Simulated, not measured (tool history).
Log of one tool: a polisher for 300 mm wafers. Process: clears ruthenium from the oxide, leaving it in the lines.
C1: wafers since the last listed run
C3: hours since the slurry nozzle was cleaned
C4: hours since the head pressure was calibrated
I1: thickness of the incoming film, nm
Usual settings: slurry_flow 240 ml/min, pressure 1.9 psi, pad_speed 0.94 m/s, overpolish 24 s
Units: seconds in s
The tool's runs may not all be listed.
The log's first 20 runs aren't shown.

Run 21, hour 1552.0: usual settings but pressure 2.4 psi, pad_speed 1.22 m/s, overpolish 11 s; C1 794; wafers polished on this pad 7528; C3 146.3; C4 409.3; I1 131.4. Result: seconds 82.3 s.
Run 22, hour 1618.6: usual settings; C1 699; wafers polished on this pad 8228; C3 212.9; C4 475.9; I1 128.7. Result: seconds 126.9 s.
At hour 1661.3: worn pad replaced by a new one.
Run 23, hour 1671.1: usual settings but slurry_flow 305 ml/min, overpolish 19 s; C1 509; wafers polished on this pad 103; C3 265.4; C4 528.4; I1 130.2. Result: seconds 126.9 s.
Run 24, hour 1738.3: usual settings but slurry_flow 190 ml/min, pressure 2.3 psi; C1 705; wafers polished on this pad 809; C3 332.6; C4 595.6; I1 130.1. Result: seconds 113.6 s.
Run 25, hour 1789.4: usual settings but pressure 1.5 psi, pad_speed 0.66 m/s; C1 536; wafers polished on this pad 1346; C3 383.7; C4 646.7; I1 128.0. Result: seconds 211.6 s.
Run 26, hour 1884.6: usual settings; C1 1000; wafers polished on this pad 2346; C3 478.9; C4 741.9; I1 129.9. Result: seconds 129.0 s.
Run 27, hour 1952.6: usual settings but slurry_flow 160 ml/min, pressure 2.3 psi, pad_speed 1.16 m/s, overpolish 13 s; C1 714; wafers polished on this pad 3060; C3 546.9; C4 809.9; I1 129.9. Result: seconds 93.0 s.
At hour 1992.3: head pressure recalibrated.
Run 28, hour 2038.0: usual settings but slurry_flow 260 ml/min, pressure 1.6 psi, overpolish 32 s; C1 876; wafers polished on this pad 3936; C3 632.3; C4 45.7; I1 130.8. Result: seconds 136.1 s.
Run 29, hour 2135.2: usual settings; C1 1021; wafers polished on this pad 4957; C3 729.5; C4 142.9; I1 130.4. Result: seconds 118.7 s.
Run 30, hour 2188.0: usual settings but pad_speed 0.78 m/s, overpolish 31 s; C1 554; wafers polished on this pad 5512; C3 782.3; C4 195.7; I1 129.9. Result: seconds 144.1 s.
At hour 2213.8: slurry nozzle cleaned.
Run 31, hour 2250.5: usual settings but pad_speed 1.24 m/s; C1 646; wafers polished on this pad 6158; C3 36.7; C4 258.2; I1 132.0. Result: seconds 92.9 s.
Run 32, hour 2319.1: usual settings; C1 720; wafers polished on this pad 6878; C3 105.3; C4 326.8; I1 131.9. Result: seconds 122.3 s.
Run 33, hour 2367.3: usual settings but slurry_flow 165 ml/min, pressure 1.4 psi, pad_speed 0.86 m/s, overpolish 12 s; C1 506; wafers polished on this pad 7385; C3 153.5; C4 375.0; I1 129.3. Result: seconds 168.8 s.
Run 34, hour 2457.4: usual settings but pressure 1.7 psi; C1 946; wafers polished on this pad 8331; C3 243.6; C4 465.1; I1 130.3. Result: seconds 136.1 s.
At hour 2508.8: worn pad replaced by a new one.
Run 35, hour 2535.1: usual settings but pressure 2.3 psi, overpolish 15 s; C1 774; wafers polished on this pad 276; C3 321.3; C4 542.8; I1 129.3. Result: seconds 106.6 s.

Forecast each of these 5 alternatives for the next run:
Run A, hour 2535.6: usual settings; C1 5; wafers polished on this pad 281; C3 321.8; C4 543.3; I1 128.8. Result: seconds ?.
Run B, hour 2535.6: usual settings but slurry_flow 175 ml/min, pressure 1.4 psi, overpolish 35 s; C1 5; wafers polished on this pad 281; C3 321.8; C4 543.3; I1 128.8. Result: seconds ?.
Run C, hour 2535.6: usual settings but slurry_flow 180 ml/min, pressure 2.1 psi, pad_speed 0.78 m/s, overpolish 31 s; C1 5; wafers polished on this pad 281; C3 321.8; C4 543.3; I1 128.8. Result: seconds ?.
Run D, hour 2535.6: usual settings but slurry_flow 265 ml/min, pressure 1.2 psi, pad_speed 0.74 m/s, overpolish 15 s; C1 5; wafers polished on this pad 281; C3 321.8; C4 543.3; I1 128.8. Result: seconds ?.
Run E, hour 2535.6: usual settings but pad_speed 0.84 m/s; C1 5; wafers polished on this pad 281; C3 321.8; C4 543.3; I1 128.8. Result: seconds ?.

run  seconds
  A    121.9
  B    154.5
  C    139.6
  D    209.9
  E    136.4
Without the tool's hidden state the same runs would have given:
run  seconds
  A    116.0
  B    147.0
  C    132.8
  D    199.8
  E    129.8

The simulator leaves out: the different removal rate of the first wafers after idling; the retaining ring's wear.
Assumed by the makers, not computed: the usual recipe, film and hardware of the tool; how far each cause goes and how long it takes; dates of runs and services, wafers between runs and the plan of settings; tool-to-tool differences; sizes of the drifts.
